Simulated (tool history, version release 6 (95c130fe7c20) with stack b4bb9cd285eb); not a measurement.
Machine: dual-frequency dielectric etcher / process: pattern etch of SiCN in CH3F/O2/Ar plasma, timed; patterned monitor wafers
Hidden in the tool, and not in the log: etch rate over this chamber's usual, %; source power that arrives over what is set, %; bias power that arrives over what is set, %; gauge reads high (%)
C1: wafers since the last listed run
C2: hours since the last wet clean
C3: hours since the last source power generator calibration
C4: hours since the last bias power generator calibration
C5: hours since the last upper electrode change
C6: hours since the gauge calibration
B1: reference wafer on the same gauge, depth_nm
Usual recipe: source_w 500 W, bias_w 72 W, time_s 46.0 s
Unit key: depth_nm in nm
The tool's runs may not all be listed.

run 1 hour=0.0 | source_w=500 bias_w=72 time_s=46.0 | C1=0 C2=462.1 C3=1664.3 C4=4974.5 C5=5126.2 C6=744.4 | B1=16.51 | depth_nm=19.02
run 2 hour=27.6 | source_w=500 bias_w=67 time_s=42.5 | C1=284 C2=489.7 C3=1691.9 C4=5002.1 C5=5153.8 C6=772.0 | B1=16.50 | depth_nm=17.19
-- hour=64.9 wet clean of the chamber
run 3 hour=65.4 | source_w=500 bias_w=72 time_s=46.0 | C1=142 C2=0.5 C3=1729.7 C4=5039.9 C5=5191.6 C6=809.8 | B1=16.50 | depth_nm=19.21
-- hour=65.4 gauge calibrated
run 4 hour=85.5 | source_w=500 bias_w=72 time_s=46.0 | C1=207 C2=20.6 C3=1749.8 C4=5060.0 C5=5211.7 C6=20.1 | B1=16.50 | depth_nm=19.22
-- hour=123.4 bias power generator calibrated
run 5 hour=123.9 | source_w=500 bias_w=72 time_s=46.0 | C1=354 C2=59.0 C3=1788.2 C4=0.5 C5=5250.1 C6=58.5 | B1=16.50 | depth_nm=19.15
run 6 hour=153.0 | source_w=500 bias_w=72 time_s=52.5 | C1=299 C2=88.1 C3=1817.3 C4=29.6 C5=5279.2 C6=87.6 | B1=16.51 | depth_nm=21.88
run 7 hour=212.6 | source_w=500 bias_w=72 time_s=52.5 | C1=614 C2=147.7 C3=1876.9 C4=89.2 C5=5338.8 C6=147.2 | B1=16.49 | depth_nm=21.84
-- hour=242.8 upper electrode replaced
run 8 hour=245.9 | source_w=500 bias_w=72 time_s=46.0 | C1=95 C2=181.0 C3=1910.2 C4=122.5 C5=3.1 C6=180.5 | B1=16.51 | depth_nm=19.09
run 9 hour=270.8 | source_w=500 bias_w=72 time_s=46.0 | C1=256 C2=205.9 C3=1935.1 C4=147.4 C5=28.0 C6=205.4 | B1=16.50 | depth_nm=19.05
run 10 hour=285.1 | source_w=560 bias_w=72 time_s=38.0 | C1=147 C2=220.2 C3=1949.4 C4=161.7 C5=42.3 C6=219.7 | B1=16.49 | depth_nm=16.22
run 11 hour=315.2 | source_w=560 bias_w=72 time_s=38.0 | C1=310 C2=250.3 C3=1979.5 C4=191.8 C5=72.4 C6=249.8 | B1=16.51 | depth_nm=16.22
run 12 hour=334.5 | source_w=500 bias_w=72 time_s=46.0 | C1=198 C2=269.6 C3=1998.8 C4=211.1 C5=91.7 C6=269.1 | B1=16.51 | depth_nm=19.03
run 13 hour=363.4 | source_w=500 bias_w=67 time_s=42.5 | C1=297 C2=298.5 C3=2027.7 C4=240.0 C5=120.6 C6=298.0 | B1=16.50 | depth_nm=17.16
run 14 hour=392.0 | source_w=500 bias_w=72 time_s=46.0 | C1=294 C2=327.1 C3=2056.3 C4=268.6 C5=149.2 C6=326.6 | B1=16.50 | depth_nm=19.00
run 15 hour=404.3 | source_w=460 bias_w=72 time_s=46.0 | C1=126 C2=339.4 C3=2068.6 C4=280.9 C5=161.5 C6=338.9 | B1=16.49 | depth_nm=18.54

What will run 16 give?
run 16 hour=436.5 | source_w=500 bias_w=72 time_s=50.0 | C1=331 C2=371.6 C3=2100.8 C4=313.1 C5=193.7 C6=371.1 | B1=? | depth_nm=?

For run 16 the tool returned B1 16.49, depth_nm 20.54 nm.
Minus the tool's unlogged condition, the same run would have read depth_nm 21.00 nm.
